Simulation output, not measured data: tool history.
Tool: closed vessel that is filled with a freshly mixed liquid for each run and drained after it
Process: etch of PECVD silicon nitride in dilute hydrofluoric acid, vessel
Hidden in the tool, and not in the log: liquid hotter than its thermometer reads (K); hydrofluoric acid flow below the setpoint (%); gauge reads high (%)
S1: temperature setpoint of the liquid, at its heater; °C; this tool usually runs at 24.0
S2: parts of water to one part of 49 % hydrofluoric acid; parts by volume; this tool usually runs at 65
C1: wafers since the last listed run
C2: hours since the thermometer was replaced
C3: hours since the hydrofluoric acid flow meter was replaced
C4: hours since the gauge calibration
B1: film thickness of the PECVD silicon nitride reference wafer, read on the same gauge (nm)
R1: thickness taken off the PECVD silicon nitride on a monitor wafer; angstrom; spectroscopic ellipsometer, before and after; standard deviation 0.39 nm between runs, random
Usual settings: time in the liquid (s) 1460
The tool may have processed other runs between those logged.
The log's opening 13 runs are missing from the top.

{"hour": 371.5, "done": "thermometer replaced"}
{"run": 14, "hour": 380.7, "S1": 24.0, "S2": 65, "time in the liquid (s)": 1050, "C1": 1371, "C2": 9.2, "C3": 538.6, "C4": 456.4, "B1": 140.0, "R1": 344.7}
{"run": 15, "hour": 394.9, "S1": 28.0, "S2": 85, "time in the liquid (s)": 950, "C1": 782, "C2": 23.4, "C3": 552.8, "C4": 470.6, "B1": 139.98, "R1": 307.3}
{"run": 16, "hour": 474.9, "S1": 24.0, "S2": 65, "time in the liquid (s)": 1460, "C1": 4406, "C2": 103.4, "C3": 632.8, "C4": 550.6, "B1": 140.03, "R1": 472.3}
{"run": 17, "hour": 494.5, "S1": 20.5, "S2": 55, "time in the liquid (s)": 1460, "C1": 1079, "C2": 123.0, "C3": 652.4, "C4": 570.2, "B1": 140.01, "R1": 433.0}
{"run": 18, "hour": 525.0, "S1": 22.5, "S2": 75, "time in the liquid (s)": 815, "C1": 1679, "C2": 153.5, "C3": 682.9, "C4": 600.7, "B1": 140.0, "R1": 205.1}
{"run": 19, "hour": 538.8, "S1": 24.0, "S2": 65, "time in the liquid (s)": 1460, "C1": 760, "C2": 167.3, "C3": 696.7, "C4": 614.5, "B1": 140.0, "R1": 463.6}
{"run": 20, "hour": 555.5, "S1": 24.0, "S2": 45, "time in the liquid (s)": 1460, "C1": 919, "C2": 184.0, "C3": 713.4, "C4": 631.2, "B1": 140.03, "R1": 669.6}
{"run": 21, "hour": 586.2, "S1": 21.0, "S2": 75, "time in the liquid (s)": 1460, "C1": 1690, "C2": 214.7, "C3": 744.1, "C4": 661.9, "B1": 139.96, "R1": 328.0}
{"hour": 592.8, "done": "gauge calibrated"}
{"run": 22, "hour": 601.7, "S1": 22.0, "S2": 95, "time in the liquid (s)": 1820, "C1": 853, "C2": 230.2, "C3": 759.6, "C4": 8.9, "B1": 139.98, "R1": 351.1}
{"hour": 619.5, "done": "hydrofluoric acid flow meter replaced"}
{"run": 23, "hour": 634.1, "S1": 28.0, "S2": 65, "time in the liquid (s)": 1140, "C1": 1729, "C2": 262.6, "C3": 14.6, "C4": 41.3, "B1": 140.01, "R1": 516.3}
{"run": 24, "hour": 654.5, "S1": 26.5, "S2": 65, "time in the liquid (s)": 965, "C1": 1123, "C2": 283.0, "C3": 35.0, "C4": 61.7, "B1": 140.0, "R1": 395.1}
{"run": 25, "hour": 674.3, "S1": 24.0, "S2": 65, "time in the liquid (s)": 710, "C1": 1090, "C2": 302.8, "C3": 54.8, "C4": 81.5, "B1": 139.95, "R1": 249.3}
{"run": 26, "hour": 688.0, "S1": 24.0, "S2": 85, "time in the liquid (s)": 2120, "C1": 754, "C2": 316.5, "C3": 68.5, "C4": 95.2, "B1": 140.01, "R1": 556.4}
{"run": 27, "hour": 700.8, "S1": 24.0, "S2": 75, "time in the liquid (s)": 630, "C1": 704, "C2": 329.3, "C3": 81.3, "C4": 108.0, "B1": 139.98, "R1": 188.6}
{"run": 28, "hour": 728.0, "S1": 22.5, "S2": 90, "time in the liquid (s)": 1460, "C1": 1498, "C2": 356.5, "C3": 108.5, "C4": 135.2, "B1": 140.04, "R1": 334.1}
{"run": 29, "hour": 751.5, "S1": 20.0, "S2": 95, "time in the liquid (s)": 1460, "C1": 1294, "C2": 380.0, "C3": 132.0, "C4": 158.7, "B1": 140.03, "R1": 268.3}
{"run": 30, "hour": 767.5, "S1": 26.5, "S2": 65, "time in the liquid (s)": 1460, "C1": 881, "C2": 396.0, "C3": 148.0, "C4": 174.7, "B1": 140.02, "R1": 595.0}
{"run": 31, "hour": 792.6, "S1": 24.0, "S2": 80, "time in the liquid (s)": 2160, "C1": 1382, "C2": 421.1, "C3": 173.1, "C4": 199.8, "B1": 140.0, "R1": 609.1}
{"run": 32, "hour": 826.7, "S1": 24.0, "S2": 65, "time in the liquid (s)": 1460, "C1": 1878, "C2": 455.2, "C3": 207.2, "C4": 233.9, "B1": 139.99, "R1": 503.5}

Consider 4 possible next runs. They are alternatives, not a sequence: every one starts from the tool as it was left by run 32. What does each give?
{"run": "A", "hour": 827.8, "S1": 24.0, "S2": 65, "time in the liquid (s)": 1460, "C1": 60, "C2": 456.3, "C3": 208.3, "C4": 235.0, "B1": "?", "R1": "?"}
{"run": "B", "hour": 827.8, "S1": 21.0, "S2": 90, "time in the liquid (s)": 1460, "C1": 60, "C2": 456.3, "C3": 208.3, "C4": 235.0, "B1": "?", "R1": "?"}
{"run": "C", "hour": 827.8, "S1": 24.0, "S2": 40, "time in the liquid (s)": 1965, "C1": 60, "C2": 456.3, "C3": 208.3, "C4": 235.0, "B1": "?", "R1": "?"}
{"run": "D", "hour": 827.8, "S1": 25.5, "S2": 65, "time in the liquid (s)": 1460, "C1": 60, "C2": 456.3, "C3": 208.3, "C4": 235.0, "B1": "?", "R1": "?"}

run=A B1=139.94 R1=496.2
run=B B1=139.94 R1=294.6
run=C B1=139.94 R1=1074.3
run=D B1=139.94 R1=548.2
With the hidden condition removed and each run's random variation left untouched, the same runs would have given:
run=A R1=506.1
run=B R1=300.4
run=C R1=1095.5
run=D R1=559.2
